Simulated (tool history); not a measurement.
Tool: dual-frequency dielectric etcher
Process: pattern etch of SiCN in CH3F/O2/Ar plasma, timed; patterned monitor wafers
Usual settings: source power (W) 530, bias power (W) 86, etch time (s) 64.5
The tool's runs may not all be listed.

run	hour	source power (W)	bias power (W)	etch time (s)	wafers since the last listed run	hours since the last wet clean	hours since the last source power generator calibration	hours since the last bias power generator calibration	hours since the last upper electrode change	hours since the gauge calibration	read-back reference wafer on the same gauge, depth_nm	mean etch depth across the wafer (nm)
1	0.0	460	86	64.5	0	3.1	3691.0	39.0	2565.4	114.8	27.82	27.58
# hour 57.9: upper electrode replaced, of another model than before
2	59.7	530	86	64.5	222	62.8	3750.7	98.7	1.8	174.5	27.78	28.90
3	105.7	570	86	64.5	286	108.8	3796.7	144.7	47.8	220.5	27.81	30.05
# hour 143.5: source power generator calibrated
4	156.5	530	86	64.5	291	159.6	13.0	195.5	98.6	271.3	27.77	28.67
5	188.7	530	86	64.5	200	191.8	45.2	227.7	130.8	303.5	27.83	28.50
6	240.8	530	86	64.5	324	243.9	97.3	279.8	182.9	355.6	27.75	28.37
7	270.0	530	86	64.5	182	273.1	126.5	309.0	212.1	384.8	27.80	28.26
8	313.7	530	86	64.5	272	316.8	170.2	352.7	255.8	428.5	27.78	28.32
9	373.4	480	98	58.5	372	376.5	229.9	412.4	315.5	488.2	27.75	26.02
10	417.8	530	86	64.5	276	420.9	274.3	456.8	359.9	532.6	27.81	27.87
11	466.1	530	99	64.5	301	469.2	322.6	505.1	408.2	580.9	27.77	30.00
# hour 540.4: wet clean of the chamber
12	540.9	630	94	50.5	316	0.5	397.4	579.9	483.0	655.7	27.83	25.98
13	566.5	530	86	64.5	159	26.1	423.0	605.5	508.6	681.3	27.81	28.65
14	605.2	530	77	52.5	241	64.8	461.7	644.2	547.3	720.0	27.81	21.71
15	675.3	530	101	45.5	437	134.9	531.8	714.3	617.4	790.1	27.82	22.01
16	732.8	630	94	57.5	358	192.4	589.3	771.8	674.9	847.6	27.78	29.39
17	802.3	530	86	64.5	433	261.9	658.8	841.3	744.4	917.1	27.77	28.17
18	857.1	490	86	46.0	341	316.7	713.6	896.1	799.2	971.9	27.78	19.14
19	893.7	560	69	78.0	228	353.3	750.2	932.7	835.8	1008.5	27.78	30.59
20	919.3	610	93	84.0	159	378.9	775.8	958.3	861.4	1034.1	27.83	41.09

Forecast run 21:
21	986.4	530	72	64.5	418	446.0	842.9	1025.4	928.5	1101.2	?	?

{"run 21": {"read-back reference wafer on the same gauge, depth_nm": 27.8, "mean etch depth across the wafer (nm)": 24.95}}
Without the tool's hidden state the same run would have given mean etch depth across the wafer (nm) 25.92.
